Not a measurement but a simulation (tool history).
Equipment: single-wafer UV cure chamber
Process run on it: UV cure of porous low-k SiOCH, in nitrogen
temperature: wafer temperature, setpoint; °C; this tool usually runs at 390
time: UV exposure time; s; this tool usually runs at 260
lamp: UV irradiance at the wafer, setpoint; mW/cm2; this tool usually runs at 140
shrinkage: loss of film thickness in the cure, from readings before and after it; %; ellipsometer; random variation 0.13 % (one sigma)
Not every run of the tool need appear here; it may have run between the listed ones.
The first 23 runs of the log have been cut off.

run,hour,temperature,time,lamp,wafers since the last listed run,hours since the UV bulbs were replaced,wafers since the quartz window was cleaned,shrinkage
24,1048.3,390,260,140,255,404.9,2216,12.173
# hour 1093.1: quartz window cleaned
25,1094.8,390,260,140,213,451.4,9,11.902
26,1127.5,390,150,140,181,484.1,190,9.870
27,1169.7,390,135,126,233,526.3,424,9.015
28,1200.4,390,260,110,169,557.0,594,11.199
29,1237.6,390,260,140,205,594.2,800,11.935
30,1276.3,390,260,150,214,632.9,1014,12.502
31,1303.1,374,260,127,148,659.7,1162,11.051
32,1331.4,390,200,140,156,688.0,1319,10.940
33,1392.0,390,260,140,335,748.6,1654,11.949
# hour 1469.1: quartz window cleaned
34,1506.2,390,260,140,587,862.8,205,11.710
35,1541.3,407,150,170,194,897.9,399,10.425

Run 36, settings as shown, results not yet in. Your forecast:
36,1583.8,390,260,140,235,940.4,634,?

shrinkage: 11.670 %
With no hidden state in the tool, this same run would have given shrinkage 12.549 %.
